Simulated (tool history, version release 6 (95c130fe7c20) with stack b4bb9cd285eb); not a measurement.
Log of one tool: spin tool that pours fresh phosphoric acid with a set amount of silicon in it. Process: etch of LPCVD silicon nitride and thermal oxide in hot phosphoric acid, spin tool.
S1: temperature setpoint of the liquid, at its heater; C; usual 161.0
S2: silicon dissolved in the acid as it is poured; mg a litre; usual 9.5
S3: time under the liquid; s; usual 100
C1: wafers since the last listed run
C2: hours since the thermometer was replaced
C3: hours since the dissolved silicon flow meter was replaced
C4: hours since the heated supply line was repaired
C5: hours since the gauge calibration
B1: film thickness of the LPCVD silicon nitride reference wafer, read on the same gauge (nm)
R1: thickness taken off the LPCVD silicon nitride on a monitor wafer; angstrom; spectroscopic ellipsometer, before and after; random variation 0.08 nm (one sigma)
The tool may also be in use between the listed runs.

run,hour,S1,S2,S3,C1,C2,C3,C4,C5,B1,R1
1,0.0,161.0,9.5,100,0,200.5,1330.7,1508.0,738.7,70.00,94.1
2,27.1,161.0,9.5,100,326,227.6,1357.8,1535.1,765.8,70.02,95.3
3,87.8,161.0,9.5,145,730,288.3,1418.5,1595.8,826.5,70.02,135.9
4,155.2,159.5,9.5,40,811,355.7,1485.9,1663.2,893.9,69.99,35.4
5,212.5,161.0,7.5,100,689,413.0,1543.2,1720.5,951.2,69.99,93.5
6,269.9,161.0,9.5,100,690,470.4,1600.6,1777.9,1008.6,70.04,91.8
7,296.2,162.5,7.5,60,316,496.7,1626.9,1804.2,1034.9,70.02,59.0
# hour 330.6: heated supply line repaired
8,334.2,158.0,5.5,130,445,534.7,1664.9,3.6,1072.9,69.97,108.4
9,373.2,162.5,14.0,135,469,573.7,1703.9,42.6,1111.9,70.01,131.1
10,445.1,161.0,9.5,100,865,645.6,1775.8,114.5,1183.8,70.00,91.4
11,473.8,163.0,9.5,75,345,674.3,1804.5,143.2,1212.5,69.99,74.6
# hour 524.5: dissolved silicon flow meter replaced
12,525.0,163.5,9.5,100,604,725.5,0.5,194.4,1263.7,70.00,100.7
# hour 534.2: gauge calibrated
13,563.7,161.0,14.5,100,465,764.2,39.2,233.1,29.5,70.02,91.6
14,614.3,161.0,9.5,100,608,814.8,89.8,283.7,80.1,70.03,91.2
15,646.7,161.0,9.5,100,389,847.2,122.2,316.1,112.5,70.03,91.2
16,689.0,162.5,3.5,120,509,889.5,164.5,358.4,154.8,70.01,115.2
17,741.7,163.5,4.5,55,634,942.2,217.2,411.1,207.5,70.00,54.1
18,780.1,161.0,3.5,100,462,980.6,255.6,449.5,245.9,70.01,91.6
19,818.4,161.0,4.0,100,460,1018.9,293.9,487.8,284.2,69.97,88.9
20,869.1,163.0,3.5,150,610,1069.6,344.6,538.5,334.9,70.03,145.1
21,907.0,161.0,9.5,120,456,1107.5,382.5,576.4,372.8,70.00,109.8
22,969.8,161.0,14.5,150,755,1170.3,445.3,639.2,435.6,70.00,136.0

4 ways to go on from here, each from the tool as it stands after run 22. What would each give?
A,970.2,161.0,9.5,100,4,1170.7,445.7,639.6,436.0,?,?
B,970.2,161.0,5.0,140,4,1170.7,445.7,639.6,436.0,?,?
C,970.2,162.0,4.5,80,4,1170.7,445.7,639.6,436.0,?,?
D,970.2,158.5,3.5,85,4,1170.7,445.7,639.6,436.0,?,?

run,B1,R1
A,69.99,90.7
B,69.99,127.0
C,69.99,75.1
D,69.99,70.9
Without the tool's hidden state the same runs would have given:
run,R1
A,97.5
B,136.5
C,80.6
D,76.2
